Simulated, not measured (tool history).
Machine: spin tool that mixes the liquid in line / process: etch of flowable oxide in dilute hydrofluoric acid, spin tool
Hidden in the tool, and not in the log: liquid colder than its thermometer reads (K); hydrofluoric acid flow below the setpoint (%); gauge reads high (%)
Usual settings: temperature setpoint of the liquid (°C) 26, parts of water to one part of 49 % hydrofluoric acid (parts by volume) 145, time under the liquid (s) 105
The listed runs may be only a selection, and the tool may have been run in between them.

run   hour  temperature setpoint of the liquid (°C)  parts of water to one part of 49 % hydrofluoric acid (parts by volume)  time under the liquid (s)  wafers since the last listed run  hours since the thermometer was replaced  hours since the hydrofluoric acid flow meter was replaced  hours since the gauge calibration  read-back film thickness of the flowable oxide reference wafer, read on the same gauge (nm)  thickness taken off the flowable oxide on a monitor wafer (nm)
  1      0                                       30                                                                     145                        105                                 0                                     837.7                                                       1972                                113                                                                                        89.95                                                           44.98
  2    8.9                                       30                                                                     145                        105                                80                                     846.6                                                     1980.9                              121.9                                                                                        89.97                                                           44.59
  3   23.4                                       30                                                                     145                        105                               131                                     861.1                                                     1995.4                              136.4                                                                                        90.04                                                           44.77
  4   59.7                                     24.5                                                                     145                        105                               329                                     897.4                                                     2031.7                              172.7                                                                                        89.98                                                           36.44
  5   73.6                                       22                                                                     145                        105                               126                                     911.3                                                     2045.6                              186.6                                                                                        90.02                                                           32.74
      81.6  -- gauge calibrated
  6   88.6                                       22                                                                     145                        105                               136                                     926.3                                                     2060.6                                  7                                                                                        89.98                                                           32.96
  7   97.2                                       26                                                                     195                         55                                78                                     934.9                                                     2069.2                               15.6                                                                                        90.02                                                           14.07
     101.2  -- hydrofluoric acid flow meter replaced
     101.5  -- thermometer replaced
  8  104.1                                       26                                                                     195                         55                                51                                       2.6                                                        2.9                               22.5                                                                                        89.99                                                           13.62
  9  118.4                                     23.5                                                                     145                        105                               129                                      16.9                                                       17.2                               36.8                                                                                        89.97                                                            33.3
 10  125.6                                     23.5                                                                     145                        105                                65                                      24.1                                                       24.4                                 44                                                                                        89.99                                                           33.15
 11  131.9                                       26                                                                     185                        105                                57                                      30.4                                                       30.7                               50.3                                                                                        89.97                                                           27.48
     133.6  -- thermometer replaced, repeated, since the last time left the tool worse
 12  140.3                                     23.5                                                                     190                        105                                67                                       6.7                                                       39.1                               58.7                                                                                        90.02                                                           27.01
 13  148.5                                     23.5                                                                     110                        165                                74                                      14.9                                                       47.3                               66.9                                                                                        89.99                                                           79.29
 14  164.8                                       26                                                                     195                         55                               147                                      31.2                                                       63.6                               83.2                                                                                        89.97                                                           15.02
 15  179.1                                       26                                                                     145                        105                               129                                      45.5                                                       77.9                               97.5                                                                                        89.99                                                           40.71
 16  186.7                                     22.5                                                                     180                         50                                68                                      53.1                                                       85.5                              105.1                                                                                        89.99                                                           13.28
 17  199.5                                     30.5                                                                      80                        165                               116                                      65.9                                                       98.3                              117.9                                                                                        89.98                                                          150.88
 18  207.7                                       26                                                                     145                        105                                74                                      74.1                                                      106.5                              126.1                                                                                        89.98                                                           41.07
 19  216.5                                       31                                                                      80                        140                                79                                      82.9                                                      115.3                              134.9                                                                                        89.99                                                          128.94
 20  234.4                                       26                                                                     145                        105                               162                                     100.8                                                      133.2                              152.8                                                                                        90.03                                                           40.25
 21  244.5                                       21                                                                     190                        105                                91                                     110.9                                                      143.3                              162.9                                                                                        89.99                                                           24.34

Some steps in thickness taken off the flowable oxide on a monitor wafer (nm), run to run, broken into two amounts with sign: the step expected even without the hidden condition (settings, incoming material, random variation), and the rest, left for the hidden condition together with whatever gauge scatter is not in both the measured and the hidden-condition-free result:
Run 8 -> 9: temperature setpoint of the liquid (°C) 26 -> 23.5, parts of water to one part of 49 % hydrofluoric acid (parts by volume) 195 -> 145, time under the liquid (s) 55 -> 105. thickness taken off the flowable oxide on a monitor wafer (nm) +19.68: hidden state -2.77, all else +22.45.
Run 11 -> 12: temperature setpoint of the liquid (°C) 26 -> 23.5, parts of water to one part of 49 % hydrofluoric acid (parts by volume) 185 -> 190, thermometer replaced, repeated, since the last time left the tool worse. thickness taken off the flowable oxide on a monitor wafer (nm) -0.47: hidden state +3.17, all else -3.64.
Run 16 -> 17: temperature setpoint of the liquid (°C) 22.5 -> 30.5, parts of water to one part of 49 % hydrofluoric acid (parts by volume) 180 -> 80, time under the liquid (s) 50 -> 165. thickness taken off the flowable oxide on a monitor wafer (nm) +137.6: hidden state -2.49, all else +140.09.
Run 17 -> 18: temperature setpoint of the liquid (°C) 30.5 -> 26, parts of water to one part of 49 % hydrofluoric acid (parts by volume) 80 -> 145, time under the liquid (s) 165 -> 105. thickness taken off the flowable oxide on a monitor wafer (nm) -109.81: hidden state +1.97, all else -111.78.

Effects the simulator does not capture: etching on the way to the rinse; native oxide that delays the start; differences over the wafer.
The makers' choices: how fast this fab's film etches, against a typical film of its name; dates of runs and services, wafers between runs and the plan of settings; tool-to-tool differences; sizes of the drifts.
